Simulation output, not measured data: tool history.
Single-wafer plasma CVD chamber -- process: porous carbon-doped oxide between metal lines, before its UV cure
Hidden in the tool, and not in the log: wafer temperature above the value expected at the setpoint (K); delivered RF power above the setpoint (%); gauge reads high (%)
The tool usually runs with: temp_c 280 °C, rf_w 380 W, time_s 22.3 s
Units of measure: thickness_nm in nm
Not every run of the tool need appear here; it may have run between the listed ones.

run,day,temp_c,rf_w,time_s,wafers since the last listed run,hours since the last thermocouple change,hours since the last RF generator calibration,hours since the showerhead was replaced,hours since the gauge calibration,"read-back reference wafer on the same gauge, thickness_nm",thickness_nm
1,0,280,380,22.3,0,1513.6,809.6,3933.4,134,120.895,112.851
2,3.379,280,380,22.3,1913,1594.7,890.7,4014.5,215.1,120.836,112.706
3,7.729,280,380,22.3,2463,1699.1,995.1,4118.9,319.5,120.907,112.946
4,9.804,280,380,22.3,1174,1748.9,1044.9,4168.7,369.3,121.057,112.89
5,11.596,280,380,22.3,1014,1791.9,1087.9,4211.7,412.3,121.098,112.904
# day 13.317: RF generator calibrated
# day 13.404: gauge calibrated
# day 14.808: showerhead replaced
6,14.888,285,325,22.3,1486,1870.9,37.7,1.9,35.6,120.961,100.836
# day 16.808: thermocouple changed; heater temperature recalibrated
7,19.342,285,325,22.3,2333,60.8,144.6,108.8,142.5,121.104,103.251
8,21.658,289,420,18.1,1311,116.4,200.2,164.4,198.1,120.987,93.46
9,24.342,289,380,19,1519,180.8,264.6,228.8,262.5,120.984,92.849
10,26.6,280,380,22.3,1278,235,318.8,283,316.7,121.028,114.766
11,28.658,280,340,22.3,1165,284.4,368.2,332.4,366.1,121.061,108.665
12,31.925,275,415,21.1,1849,362.8,446.6,410.8,444.5,120.895,117.895
# day 33.6: gauge calibrated
13,34.167,280,380,22.3,1269,416.6,500.4,464.6,13.6,121.029,114.699
14,36.121,280,450,21.1,1106,463.5,547.3,511.5,60.5,121.164,118.466

Difference, measured minus no-hidden-state, one row per run. Run-to-run variation is common to both terms; the gauge's own scatter need not be:
run,thickness_nm
1,-2.404
2,-2.434
3,-2.477
4,-2.491
5,-2.504
6,-2.209
7,+0.427
8,+0.223
9,+0.062
10,-0.08
11,-0.204
12,-0.434
13,-0.533
14,-0.653
